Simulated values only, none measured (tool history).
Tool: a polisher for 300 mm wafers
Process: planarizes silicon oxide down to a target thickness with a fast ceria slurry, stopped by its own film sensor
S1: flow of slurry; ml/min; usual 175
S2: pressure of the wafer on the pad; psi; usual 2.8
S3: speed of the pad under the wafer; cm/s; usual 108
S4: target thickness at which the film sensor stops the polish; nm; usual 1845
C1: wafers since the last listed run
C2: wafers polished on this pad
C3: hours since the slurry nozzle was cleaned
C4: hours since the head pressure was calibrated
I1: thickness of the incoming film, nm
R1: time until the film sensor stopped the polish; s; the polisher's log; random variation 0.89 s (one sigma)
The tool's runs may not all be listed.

Run 1, day 0: usual settings but S3 80 cm/s, S4 1733 nm; C1 0; C2 1293; C3 169.7; C4 386.1; I1 2858.4. Result: R1 77.3 s.
Run 2, day 2.525: usual settings but S3 88 cm/s; C1 621; C2 1915; C3 230.3; C4 446.7; I1 2854.1. Result: R1 67.1 s.
Run 3, day 5.788: usual settings but S3 88 cm/s; C1 803; C2 2719; C3 308.6; C4 525; I1 2855.4. Result: R1 68.9 s.
Run 4, day 7.958: usual settings; C1 534; C2 3253; C3 360.7; C4 577.1; I1 2845.8. Result: R1 59.1 s.
Run 5, day 9.771: usual settings; C1 446; C2 3700; C3 404.2; C4 620.6; I1 2899.5. Result: R1 61.1 s.
Run 6, day 13.6: usual settings; C1 943; C2 4643; C3 496.1; C4 712.5; I1 2846.5. Result: R1 58.5 s.
At day 15.046: head pressure recalibrated.
Run 7, day 16.358: usual settings; C1 658; C2 5302; C3 562.3; C4 31.5; I1 2878.2. Result: R1 67.1 s.
Run 8, day 19.862: usual settings; C1 863; C2 6165; C3 646.4; C4 115.6; I1 2831.8. Result: R1 61.9 s.
At day 20.388: slurry nozzle cleaned.
At day 21.633: worn pad replaced by a new one.
Run 9, day 22.942: usual settings; C1 707; C2 322; C3 61.3; C4 189.5; I1 2891.8. Result: R1 62.3 s.
Run 10, day 24.796: usual settings; C1 456; C2 778; C3 105.8; C4 234; I1 2843.4. Result: R1 58.1 s.
Run 11, day 26.525: usual settings but S4 1603 nm; C1 425; C2 1204; C3 147.3; C4 275.5; I1 2879.4. Result: R1 75 s.
Run 12, day 29.421: usual settings but S4 1603 nm; C1 713; C2 1917; C3 216.8; C4 345; I1 2862.7. Result: R1 72.6 s.
Run 13, day 31.108: usual settings but S4 1603 nm; C1 415; C2 2333; C3 257.3; C4 385.5; I1 2874.9. Result: R1 75.5 s.
Run 14, day 34.179: usual settings but S1 215 ml/min, S4 1955 nm; C1 756; C2 3089; C3 331; C4 459.2; I1 2823.4. Result: R1 50.2 s.
Run 15, day 38.471: usual settings but S2 2.2 psi, S3 134 cm/s; C1 1056; C2 4146; C3 434; C4 562.2; I1 2832.6. Result: R1 64.5 s.
At day 39.971: head pressure recalibrated.
Run 16, day 41.312: usual settings but S1 135 ml/min, S2 2.4 psi, S4 2070 nm; C1 679; C2 4826; C3 502.2; C4 32.2; I1 2894. Result: R1 61.8 s.
Run 17, day 43.842: usual settings but S1 135 ml/min, S2 2.3 psi, S3 78 cm/s, S4 1576 nm; C1 622; C2 5448; C3 562.9; C4 92.9; I1 2860.9. Result: R1 122.1 s.
At day 45.133: slurry nozzle cleaned.
At day 46.883: worn pad replaced by a new one.
Run 18, day 47.829: usual settings; C1 930; C2 233; C3 64.7; C4 188.6; I1 2860.1. Result: R1 59.1 s.
Run 19, day 49.721: usual settings but S1 140 ml/min, S2 1.8 psi, S3 120 cm/s, S4 1660 nm; C1 465; C2 699; C3 110.1; C4 234; I1 2868.3. Result: R1 103.7 s.
Run 20, day 51.696: usual settings but S1 235 ml/min, S2 3.6 psi, S3 80 cm/s, S4 1537 nm; C1 486; C2 1185; C3 157.5; C4 281.4; I1 2873.7. Result: R1 70.9 s.
Run 21, day 54.3: usual settings but S1 155 ml/min, S2 2 psi, S3 122 cm/s; C1 641; C2 1826; C3 220; C4 343.9; I1 2868.2. Result: R1 79.2 s.
Run 22, day 58.317: usual settings but S2 3.5 psi, S3 120 cm/s; C1 989; C2 2816; C3 316.4; C4 440.3; I1 2906.8. Result: R1 46.9 s.
Run 23, day 62.104: usual settings; C1 932; C2 3748; C3 407.3; C4 531.2; I1 2877.3. Result: R1 60.2 s.
Run 24, day 63.883: usual settings but S3 140 cm/s, S4 1502 nm; C1 438; C2 4187; C3 450; C4 573.9; I1 2854.5. Result: R1 65.9 s.
At day 70.379: slurry nozzle cleaned.
At day 71.125: head pressure recalibrated.
Run 25, day 72.7: usual settings but S3 128 cm/s; C1 2140; C2 6327; C3 55.7; C4 37.8; I1 2875.5. Result: R1 56.5 s.
At day 74.383: worn pad replaced by a new one.
Run 26, day 75.283: usual settings but S2 2.4 psi; C1 595; C2 221; C3 117.7; C4 99.8; I1 2852.9. Result: R1 70.5 s.
Run 27, day 78.138: usual settings; C1 702; C2 924; C3 186.2; C4 168.3; I1 2814.6. Result: R1 57.9 s.
Run 28, day 80.367: usual settings; C1 549; C2 1473; C3 239.7; C4 221.8; I1 2826.9. Result: R1 57.5 s.
Run 29, day 83.646: usual settings; C1 807; C2 2281; C3 318.4; C4 300.5; I1 2857.9. Result: R1 60.4 s.
Run 30, day 86.621: usual settings but S4 1603 nm; C1 732; C2 3013; C3 389.8; C4 371.9; I1 2880.2. Result: R1 75.8 s.
Run 31, day 90.804: usual settings but S3 90 cm/s, S4 1558 nm; C1 1030; C2 4044; C3 490.2; C4 472.3; I1 2885.6. Result: R1 87.9 s.
Run 32, day 94.721: usual settings; C1 964; C2 5008; C3 584.2; C4 566.3; I1 2840. Result: R1 58.7 s.
At day 97.542: worn pad replaced by a new one.
Run 33, day 98.629: usual settings; C1 921; C2 267; C3 678; C4 660.1; I1 2842. Result: R1 59.2 s.
At day 99.196: head pressure recalibrated.
At day 100.062: slurry nozzle cleaned.
Run 34, day 100.746: usual settings but S1 120 ml/min, S4 1717 nm; C1 490; C2 757; C3 16.4; C4 37.2; I1 2826.8. Result: R1 71 s.
Run 35, day 102.712: usual settings; C1 484; C2 1242; C3 63.6; C4 84.4; I1 2870.8. Result: R1 60.8 s.
Run 36, day 106.479: usual settings but S1 195 ml/min; C1 927; C2 2169; C3 154; C4 174.8; I1 2812.8. Result: R1 55.7 s.

The same runs without the tool's hidden state, with the same run-to-run variation:
The hidden state here: removal rate lost through wear of the pad, %; slurry flow missing at the pad, %; deviation of the head's pressure from its setpoint, %.
run     R1
  1   81.2
  2   70.4
  3     72
  4   61.8
  5   63.8
  6   60.9
  7   64.6
  8   60.9
  9   64.6
 10   60.2
 11   77.8
 12   75.2
 13   78.2
 14   52.2
 15   66.6
 16   60.1
 17  120.6
 18     62
 19  108.7
 20   74.7
 21   82.9
 22   49.1
 23     63
 24   68.9
 25   56.9
 26   71.7
 27   59.3
 28   59.1
 29   62.4
 30   78.4
 31   91.1
 32   60.9
 33   61.4
 34   72.2
 35   62.3
 36   57.6

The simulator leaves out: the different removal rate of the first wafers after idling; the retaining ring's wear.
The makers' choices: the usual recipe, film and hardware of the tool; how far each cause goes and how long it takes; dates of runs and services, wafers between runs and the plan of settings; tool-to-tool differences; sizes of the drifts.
